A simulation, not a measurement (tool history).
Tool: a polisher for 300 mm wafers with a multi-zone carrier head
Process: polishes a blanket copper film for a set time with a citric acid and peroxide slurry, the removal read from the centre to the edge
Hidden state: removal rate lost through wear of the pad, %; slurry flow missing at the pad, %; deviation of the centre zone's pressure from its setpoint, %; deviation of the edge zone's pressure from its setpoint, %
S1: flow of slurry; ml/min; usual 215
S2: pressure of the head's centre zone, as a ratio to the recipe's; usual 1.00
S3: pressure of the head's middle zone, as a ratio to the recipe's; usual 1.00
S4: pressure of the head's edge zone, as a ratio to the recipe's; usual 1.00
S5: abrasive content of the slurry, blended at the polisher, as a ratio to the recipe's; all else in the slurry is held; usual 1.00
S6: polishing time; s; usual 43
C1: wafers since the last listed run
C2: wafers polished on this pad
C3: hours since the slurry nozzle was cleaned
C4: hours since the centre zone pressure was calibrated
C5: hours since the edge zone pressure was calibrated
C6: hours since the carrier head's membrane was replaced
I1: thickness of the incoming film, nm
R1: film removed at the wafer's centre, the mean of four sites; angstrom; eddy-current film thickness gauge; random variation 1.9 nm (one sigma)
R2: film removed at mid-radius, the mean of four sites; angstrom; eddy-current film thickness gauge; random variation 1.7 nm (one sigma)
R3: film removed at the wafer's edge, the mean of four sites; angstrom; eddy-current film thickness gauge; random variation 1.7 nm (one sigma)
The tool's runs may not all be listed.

{"run": 1, "hour": 0.0, "S1": 215, "S2": 1.0, "S3": 1.0, "S4": 1.0, "S5": 1.0, "S6": 43, "C1": 0, "C2": 4388, "C3": 450.5, "C4": 306.3, "C5": 54.2, "C6": 989.6, "I1": 875.7, "R1": 1343, "R2": 1302, "R3": 1296}
{"hour": 4.7, "done": "worn pad replaced by a new one"}
{"run": 2, "hour": 44.9, "S1": 215, "S2": 1.0, "S3": 1.0, "S4": 1.0, "S5": 1.0, "S6": 43, "C1": 467, "C2": 459, "C3": 495.4, "C4": 351.2, "C5": 99.1, "C6": 1034.5, "I1": 874.7, "R1": 1423, "R2": 1407, "R3": 1372}
{"run": 3, "hour": 117.3, "S1": 215, "S2": 1.0, "S3": 1.0, "S4": 0.95, "S5": 1.0, "S6": 43, "C1": 827, "C2": 1287, "C3": 567.8, "C4": 423.6, "C5": 171.5, "C6": 1106.9, "I1": 868.3, "R1": 1352, "R2": 1367, "R3": 1296}
{"hour": 190.8, "done": "centre zone pressure recalibrated"}
{"run": 4, "hour": 202.9, "S1": 215, "S2": 1.0, "S3": 1.0, "S4": 0.95, "S5": 1.0, "S6": 43, "C1": 955, "C2": 2243, "C3": 653.4, "C4": 12.1, "C5": 257.1, "C6": 1192.5, "I1": 871.4, "R1": 1359, "R2": 1300, "R3": 1334}
{"run": 5, "hour": 281.1, "S1": 215, "S2": 1.0, "S3": 1.0, "S4": 0.95, "S5": 1.0, "S6": 43, "C1": 894, "C2": 3137, "C3": 731.6, "C4": 90.3, "C5": 335.3, "C6": 1270.7, "I1": 849.3, "R1": 1332, "R2": 1320, "R3": 1288}
{"hour": 316.7, "done": "slurry nozzle cleaned"}
{"run": 6, "hour": 375.7, "S1": 240, "S2": 1.0, "S3": 1.0, "S4": 1.0, "S5": 1.0, "S6": 43, "C1": 1070, "C2": 4207, "C3": 59.0, "C4": 184.9, "C5": 429.9, "C6": 1365.3, "I1": 868.3, "R1": 1354, "R2": 1367, "R3": 1312}
{"hour": 395.2, "done": "worn pad replaced by a new one"}
{"hour": 415.1, "done": "edge zone pressure recalibrated"}
{"run": 7, "hour": 430.0, "S1": 215, "S2": 1.0, "S3": 1.0, "S4": 1.0, "S5": 1.0, "S6": 43, "C1": 552, "C2": 374, "C3": 113.3, "C4": 239.2, "C5": 14.9, "C6": 1419.6, "I1": 869.7, "R1": 1433, "R2": 1378, "R3": 1360}
{"run": 8, "hour": 473.6, "S1": 215, "S2": 1.0, "S3": 1.0, "S4": 1.08, "S5": 1.0, "S6": 31, "C1": 498, "C2": 873, "C3": 156.9, "C4": 282.8, "C5": 58.5, "C6": 1463.2, "I1": 856.4, "R1": 1004, "R2": 969, "R3": 991}
{"run": 9, "hour": 540.6, "S1": 190, "S2": 1.0, "S3": 1.09, "S4": 1.0, "S5": 1.0, "S6": 43, "C1": 765, "C2": 1639, "C3": 223.9, "C4": 349.8, "C5": 125.5, "C6": 1530.2, "I1": 877.7, "R1": 1345, "R2": 1401, "R3": 1309}
{"hour": 574.6, "done": "centre zone pressure recalibrated"}
{"run": 10, "hour": 641.9, "S1": 215, "S2": 1.0, "S3": 1.0, "S4": 1.0, "S5": 1.0, "S6": 43, "C1": 1135, "C2": 2774, "C3": 325.2, "C4": 67.3, "C5": 226.8, "C6": 1631.5, "I1": 868.7, "R1": 1328, "R2": 1339, "R3": 1334}
{"run": 11, "hour": 700.4, "S1": 140, "S2": 0.91, "S3": 1.0, "S4": 1.08, "S5": 0.7, "S6": 43, "C1": 668, "C2": 3443, "C3": 383.7, "C4": 125.8, "C5": 285.3, "C6": 1690.0, "I1": 874.5, "R1": 1066, "R2": 1121, "R3": 1196}
{"run": 12, "hour": 748.9, "S1": 215, "S2": 1.0, "S3": 1.0, "S4": 1.0, "S5": 1.0, "S6": 43, "C1": 554, "C2": 3997, "C3": 432.2, "C4": 174.3, "C5": 333.8, "C6": 1738.5, "I1": 873.0, "R1": 1343, "R2": 1328, "R3": 1300}
{"hour": 832.8, "done": "carrier head's membrane replaced by a new one"}
{"hour": 834.4, "done": "edge zone pressure recalibrated"}
{"run": 13, "hour": 853.3, "S1": 215, "S2": 1.05, "S3": 1.0, "S4": 1.0, "S5": 1.0, "S6": 43, "C1": 1118, "C2": 5116, "C3": 536.6, "C4": 278.7, "C5": 18.9, "C6": 20.5, "I1": 876.1, "R1": 1374, "R2": 1309, "R3": 1300}
{"hour": 881.1, "done": "worn pad replaced by a new one"}
{"run": 14, "hour": 936.9, "S1": 215, "S2": 1.0, "S3": 1.0, "S4": 1.0, "S5": 1.0, "S6": 43, "C1": 910, "C2": 637, "C3": 620.2, "C4": 362.3, "C5": 102.5, "C6": 104.1, "I1": 857.9, "R1": 1466, "R2": 1399, "R3": 1396}
{"hour": 946.0, "done": "slurry nozzle cleaned"}
{"run": 15, "hour": 1044.4, "S1": 215, "S2": 1.09, "S3": 1.0, "S4": 1.0, "S5": 1.0, "S6": 43, "C1": 1217, "C2": 1854, "C3": 98.4, "C4": 469.8, "C5": 210.0, "C6": 211.6, "I1": 872.0, "R1": 1478, "R2": 1388, "R3": 1373}
{"hour": 1079.9, "done": "centre zone pressure recalibrated"}
{"run": 16, "hour": 1094.3, "S1": 215, "S2": 1.1, "S3": 0.96, "S4": 1.0, "S5": 1.0, "S6": 43, "C1": 547, "C2": 2402, "C3": 148.3, "C4": 14.4, "C5": 259.9, "C6": 261.5, "I1": 873.0, "R1": 1497, "R2": 1305, "R3": 1353}
{"run": 17, "hour": 1177.1, "S1": 265, "S2": 0.91, "S3": 1.0, "S4": 1.0, "S5": 0.75, "S6": 51, "C1": 946, "C2": 3349, "C3": 231.1, "C4": 97.2, "C5": 342.7, "C6": 344.3, "I1": 860.5, "R1": 1430, "R2": 1489, "R3": 1488}
{"run": 18, "hour": 1260.1, "S1": 215, "S2": 0.88, "S3": 1.06, "S4": 1.0, "S5": 0.9, "S6": 43, "C1": 948, "C2": 4298, "C3": 314.1, "C4": 180.2, "C5": 425.7, "C6": 427.3, "I1": 859.5, "R1": 1160, "R2": 1328, "R3": 1315}
{"hour": 1288.2, "done": "edge zone pressure recalibrated"}
{"run": 19, "hour": 1311.9, "S1": 240, "S2": 1.0, "S3": 1.0, "S4": 1.0, "S5": 1.25, "S6": 54, "C1": 569, "C2": 4867, "C3": 365.9, "C4": 232.0, "C5": 23.7, "C6": 479.1, "I1": 881.6, "R1": 1824, "R2": 1790, "R3": 1798}
{"hour": 1337.6, "done": "worn pad replaced by a new one"}
{"run": 20, "hour": 1376.1, "S1": 240, "S2": 1.0, "S3": 1.05, "S4": 1.0, "S5": 1.25, "S6": 43, "C1": 688, "C2": 440, "C3": 430.1, "C4": 296.2, "C5": 87.9, "C6": 543.3, "I1": 886.4, "R1": 1508, "R2": 1571, "R3": 1482}
{"run": 21, "hour": 1420.7, "S1": 215, "S2": 0.95, "S3": 1.0, "S4": 0.94, "S5": 1.15, "S6": 52, "C1": 509, "C2": 950, "C3": 474.7, "C4": 340.8, "C5": 132.5, "C6": 587.9, "I1": 871.2, "R1": 1685, "R2": 1709, "R3": 1694}
{"run": 22, "hour": 1477.8, "S1": 215, "S2": 1.0, "S3": 0.92, "S4": 1.0, "S5": 1.0, "S6": 43, "C1": 652, "C2": 1603, "C3": 531.8, "C4": 397.9, "C5": 189.6, "C6": 645.0, "I1": 879.4, "R1": 1381, "R2": 1281, "R3": 1327}

3 ways to go on from here, each from the tool as it stands after run 22. What would each give?
{"run": "A", "hour": 1478.2, "S1": 215, "S2": 1.0, "S3": 1.0, "S4": 1.0, "S5": 1.25, "S6": 43, "C1": 4, "C2": 1607, "C3": 532.2, "C4": 398.3, "C5": 190.0, "C6": 645.4, "I1": 875.4, "R1": "?", "R2": "?", "R3": "?"}
{"run": "B", "hour": 1478.2, "S1": 215, "S2": 1.0, "S3": 1.0, "S4": 1.07, "S5": 1.0, "S6": 43, "C1": 4, "C2": 1607, "C3": 532.2, "C4": 398.3, "C5": 190.0, "C6": 645.4, "I1": 875.4, "R1": "?", "R2": "?", "R3": "?"}
{"run": "C", "hour": 1478.2, "S1": 240, "S2": 1.0, "S3": 0.91, "S4": 1.0, "S5": 1.0, "S6": 43, "C1": 4, "C2": 1607, "C3": 532.2, "C4": 398.3, "C5": 190.0, "C6": 645.4, "I1": 875.4, "R1": "?", "R2": "?", "R3": "?"}

run=A R1=1438 R2=1442 R3=1441
run=B R1=1358 R2=1361 R3=1404
run=C R1=1376 R2=1274 R3=1375
Without the tool's hidden state the same runs would have given:
run=A R1=1530 R2=1534 R3=1533
run=B R1=1444 R2=1448 R3=1493
run=C R1=1464 R2=1355 R3=1463
